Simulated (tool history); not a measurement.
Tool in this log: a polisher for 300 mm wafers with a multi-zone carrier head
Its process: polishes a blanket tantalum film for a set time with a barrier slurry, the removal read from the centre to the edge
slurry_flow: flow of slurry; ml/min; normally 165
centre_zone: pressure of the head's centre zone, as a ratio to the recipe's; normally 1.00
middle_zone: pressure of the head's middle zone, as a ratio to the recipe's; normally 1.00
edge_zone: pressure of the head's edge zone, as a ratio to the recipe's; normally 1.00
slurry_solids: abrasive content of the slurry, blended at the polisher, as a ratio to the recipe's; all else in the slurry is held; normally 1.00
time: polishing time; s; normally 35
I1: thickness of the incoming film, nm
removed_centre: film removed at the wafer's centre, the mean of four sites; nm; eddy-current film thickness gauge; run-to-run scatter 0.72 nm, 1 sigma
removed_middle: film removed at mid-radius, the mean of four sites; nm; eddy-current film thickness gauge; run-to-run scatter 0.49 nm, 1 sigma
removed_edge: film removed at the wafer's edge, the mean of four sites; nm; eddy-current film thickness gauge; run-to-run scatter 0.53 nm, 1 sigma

run 1 hour=0.0 | slurry_flow=165 centre_zone=1.00 middle_zone=1.00 edge_zone=1.00 slurry_solids=1.00 time=35 | I1=472.8 | removed_centre=58.5 removed_middle=57.8 removed_edge=56.7
run 2 hour=24.0 | slurry_flow=165 centre_zone=1.00 middle_zone=1.00 edge_zone=1.00 slurry_solids=1.05 time=35 | I1=467.1 | removed_centre=59.5 removed_middle=57.0 removed_edge=57.4
run 3 hour=55.5 | slurry_flow=165 centre_zone=1.00 middle_zone=1.00 edge_zone=1.00 slurry_solids=1.00 time=35 | I1=475.6 | removed_centre=59.9 removed_middle=57.6 removed_edge=56.8
run 4 hour=133.8 | slurry_flow=140 centre_zone=1.00 middle_zone=1.00 edge_zone=1.00 slurry_solids=1.00 time=40 | I1=478.0 | removed_centre=60.9 removed_middle=63.7 removed_edge=63.0
run 5 hour=164.4 | slurry_flow=165 centre_zone=1.00 middle_zone=1.00 edge_zone=0.89 slurry_solids=1.00 time=45 | I1=473.0 | removed_centre=71.1 removed_middle=74.6 removed_edge=69.7
run 6 hour=219.5 | slurry_flow=115 centre_zone=1.00 middle_zone=1.00 edge_zone=1.00 slurry_solids=1.00 time=35 | I1=467.5 | removed_centre=54.1 removed_middle=54.1 removed_edge=54.4
run 7 hour=267.1 | slurry_flow=165 centre_zone=1.00 middle_zone=0.88 edge_zone=1.00 slurry_solids=1.00 time=35 | I1=474.5 | removed_centre=56.0 removed_middle=53.9 removed_edge=56.1
run 8 hour=299.4 | slurry_flow=165 centre_zone=1.00 middle_zone=0.94 edge_zone=0.88 slurry_solids=0.80 time=35 | I1=468.1 | removed_centre=55.0 removed_middle=53.0 removed_edge=51.3
run 9 hour=370.4 | slurry_flow=165 centre_zone=1.00 middle_zone=1.00 edge_zone=1.00 slurry_solids=1.25 time=35 | I1=468.4 | removed_centre=59.5 removed_middle=59.4 removed_edge=60.4
run 10 hour=436.1 | slurry_flow=165 centre_zone=1.00 middle_zone=1.00 edge_zone=1.00 slurry_solids=1.00 time=35 | I1=471.3 | removed_centre=58.7 removed_middle=57.0 removed_edge=57.0
run 11 hour=501.7 | slurry_flow=215 centre_zone=1.00 middle_zone=1.00 edge_zone=1.00 slurry_solids=1.00 time=35 | I1=474.3 | removed_centre=59.0 removed_middle=58.6 removed_edge=58.7
run 12 hour=553.0 | slurry_flow=135 centre_zone=0.91 middle_zone=0.94 edge_zone=0.88 slurry_solids=1.00 time=35 | I1=476.9 | removed_centre=52.3 removed_middle=54.8 removed_edge=52.9
run 13 hour=585.0 | slurry_flow=165 centre_zone=1.09 middle_zone=1.00 edge_zone=1.00 slurry_solids=0.85 time=35 | I1=469.8 | removed_centre=60.7 removed_middle=55.5 removed_edge=54.1
run 14 hour=708.0 | slurry_flow=165 centre_zone=1.00 middle_zone=1.00 edge_zone=1.00 slurry_solids=1.00 time=35 | I1=463.1 | removed_centre=58.0 removed_middle=56.9 removed_edge=57.3
run 15 hour=734.9 | slurry_flow=195 centre_zone=1.08 middle_zone=0.92 edge_zone=1.00 slurry_solids=1.00 time=35 | I1=465.1 | removed_centre=67.0 removed_middle=56.1 removed_edge=58.0
run 16 hour=802.6 | slurry_flow=165 centre_zone=1.04 middle_zone=1.00 edge_zone=1.00 slurry_solids=1.00 time=35 | I1=465.8 | removed_centre=62.6 removed_middle=57.0 removed_edge=56.3
run 17 hour=851.9 | slurry_flow=165 centre_zone=1.06 middle_zone=0.89 edge_zone=1.10 slurry_solids=1.00 time=35 | I1=470.9 | removed_centre=63.9 removed_middle=54.1 removed_edge=59.0
run 18 hour=922.3 | slurry_flow=180 centre_zone=0.94 middle_zone=0.90 edge_zone=1.00 slurry_solids=1.00 time=29 | I1=470.8 | removed_centre=47.1 removed_middle=45.3 removed_edge=47.8
run 19 hour=946.5 | slurry_flow=195 centre_zone=1.00 middle_zone=1.00 edge_zone=1.00 slurry_solids=0.85 time=39 | I1=475.7 | removed_centre=68.4 removed_middle=62.6 removed_edge=61.4
run 20 hour=999.5 | slurry_flow=165 centre_zone=0.96 middle_zone=1.00 edge_zone=1.00 slurry_solids=1.00 time=35 | I1=465.5 | removed_centre=55.3 removed_middle=57.4 removed_edge=56.3

Not shown here: 7 entries made in the log between runs. Locate each between two listed runs and compare the hidden state at the listed run before it with the hidden state at the listed run after it:
After run 3, before run 4: centre zone pressure recalibrated (hour 105.8); worn pad replaced by a new one (hour 118.5)
  deviation of the centre zone's pressure from its setpoint, %: 6.71 -> 0.0431
  what was measured, less what the result would be without the hidden state, removed_centre: +3.8 -> +0.0 nm
After run 9, before run 10: edge zone pressure recalibrated (hour 430.9)
  deviation of the centre zone's pressure from its setpoint, %: 2.78 -> 3.54
  what was measured, less what the result would be without the hidden state, removed_centre: +1.6 -> +2.0 nm
After run 10, before run 11: worn pad replaced by a new one (hour 470.2); slurry nozzle cleaned (hour 485.8)
  deviation of the centre zone's pressure from its setpoint, %: 3.54 -> 4.29
  what was measured, less what the result would be without the hidden state, removed_centre: +2.0 -> +2.5 nm
After run 16, before run 17: worn pad replaced by a new one (hour 826.9)
  deviation of the centre zone's pressure from its setpoint, %: 7.77 -> 8.34
  what was measured, less what the result would be without the hidden state, removed_centre: +4.5 -> +4.9 nm
After run 19, before run 20: centre zone pressure recalibrated (hour 951.1)
  deviation of the centre zone's pressure from its setpoint, %: 9.43 -> 1.78
  what was measured, less what the result would be without the hidden state, removed_centre: +5.9 -> +1.0 nm
